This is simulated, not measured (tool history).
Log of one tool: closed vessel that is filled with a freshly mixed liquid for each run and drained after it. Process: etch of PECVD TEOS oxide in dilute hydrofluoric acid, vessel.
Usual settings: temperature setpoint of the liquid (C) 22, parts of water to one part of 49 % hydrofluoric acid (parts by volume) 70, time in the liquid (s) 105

run	hour	temperature setpoint of the liquid (C)	parts of water to one part of 49 % hydrofluoric acid (parts by volume)	time in the liquid (s)	wafers since the last listed run	hours since the thermometer was replaced	hours since the hydrofluoric acid flow meter was replaced	hours since the gauge calibration	read-back film thickness of the PECVD TEOS oxide reference wafer, read on the same gauge (nm)	thickness taken off the PECVD TEOS oxide on a monitor wafer (nm)
1	0	24	70	105	0	2327.4	1030.1	179.6	40.01	29.13
2	52.4	22	70	105	4580	2379.8	1082.5	232	40	27.11
3	69.9	22	70	105	1529	2397.3	1100	249.5	40	27.44
4	79.3	22	70	105	821	2406.7	1109.4	258.9	40	27.21
5	90.4	22	70	105	970	2417.8	1120.5	270	40.03	27.08
6	99.8	22	70	105	821	2427.2	1129.9	279.4	40.01	27.57
7	111	22	70	105	979	2438.4	1141.1	290.6	39.99	27.16
8	127.1	18.5	70	105	1407	2454.5	1157.2	306.7	40.03	23.73
9	133.9	18.5	70	105	594	2461.3	1164	313.5	40.01	23.53
10	144.3	18.5	70	105	909	2471.7	1174.4	323.9	40.01	23.63
11	154	22	70	65	847	2481.4	1184.1	333.6	40.01	16.95
# hour 162.1: gauge calibrated
# hour 167.7: thermometer replaced
12	169.6	22	70	105	1276	1.9	1199.7	7.5	40.01	27.49
13	185.3	17	70	105	1372	17.6	1215.4	23.2	39.98	22.04
14	199.8	22	70	105	1267	32.1	1229.9	37.7	40.02	27.53
15	207.3	25.5	105	90	655	39.6	1237.4	45.2	40	17.43
# hour 220.4: hydrofluoric acid flow meter replaced
16	224.9	22	70	105	1451	57.2	4.5	62.8	40.01	24.51
17	236.7	26.5	60	145	1031	69	16.3	74.6	39.99	47.84
18	249.7	19	35	90	1136	82	29.3	87.6	40.01	38.58
19	260.1	26	60	135	909	92.4	39.7	98	39.95	43.49
20	272.2	18.5	45	105	1057	104.5	51.8	110.1	39.98	33.9
21	286.2	25	70	105	1223	118.5	65.8	124.1	39.99	27.88
22	298.9	26.5	70	105	1110	131.2	78.5	136.8	40.01	29.52
23	306.9	22	55	105	699	139.2	86.5	144.8	40	31.83

Forecast each of these 4 alternatives for the next run:
A	307.6	20	70	105	61	139.9	87.2	145.5	?	?
B	307.6	22	80	70	61	139.9	87.2	145.5	?	?
C	307.6	25.5	85	90	61	139.9	87.2	145.5	?	?
D	307.6	24	55	125	61	139.9	87.2	145.5	?	?

run	read-back film thickness of the PECVD TEOS oxide reference wafer, read on the same gauge (nm)	thickness taken off the PECVD TEOS oxide on a monitor wafer (nm)
A	39.99	22.66
B	39.99	14.2
C	39.99	19.66
D	39.99	41.29
Without the tool's hidden state the same runs would have given:
run	thickness taken off the PECVD TEOS oxide on a monitor wafer (nm)
A	22.22
B	13.91
C	19.26
D	40.48
